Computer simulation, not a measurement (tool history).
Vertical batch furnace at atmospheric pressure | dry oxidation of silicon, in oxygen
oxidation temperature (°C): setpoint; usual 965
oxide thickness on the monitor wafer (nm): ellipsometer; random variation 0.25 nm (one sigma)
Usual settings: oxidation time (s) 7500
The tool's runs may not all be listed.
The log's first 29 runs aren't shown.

run,day,oxidation temperature (°C),oxidation time (s),wafers since the last listed run,hours since the last temperature calibration,hours since the boat lift was adjusted,hours since the gauge calibration,"read-back reference wafer on the same gauge, thickness",oxide thickness on the monitor wafer (nm)
# day 59.808: gauge calibrated
30,59.971,989,7500,622,314.6,1030.6,3.9,92.35,102.14
31,62.288,965,7500,714,370.2,1086.2,59.5,92.35,86.62
32,64.950,965,7500,820,434.1,1150.1,123.4,92.38,86.30
33,67.025,953,10830,639,483.9,1199.9,173.2,92.46,99.88
34,70.821,988,11130,1170,575.0,1291.0,264.3,92.38,130.11
35,73.771,973,7500,909,645.8,1361.8,335.1,92.40,91.80
36,75.925,965,7500,664,697.5,1413.5,386.8,92.30,87.21
37,77.017,988,9420,336,723.7,1439.7,413.0,92.46,117.31
38,78.254,973,5610,381,753.4,1469.4,442.7,92.40,76.63
39,80.471,974,6120,683,806.6,1522.6,495.9,92.41,81.36

Forecast each of these 4 alternatives for the next run:
A,80.679,965,5130,64,811.6,1527.6,500.9,?,?
B,80.679,983,5700,64,811.6,1527.6,500.9,?,?
C,80.679,965,5250,64,811.6,1527.6,500.9,?,?
D,80.679,978,6450,64,811.6,1527.6,500.9,?,?

run,"read-back reference wafer on the same gauge, thickness",oxide thickness on the monitor wafer (nm)
A,92.34,68.03
B,92.34,82.58
C,92.34,69.03
D,92.34,86.29
Without the tool's hidden state the same runs would have given:
run,oxide thickness on the monitor wafer (nm)
A,66.93
B,81.35
C,67.93
D,84.97
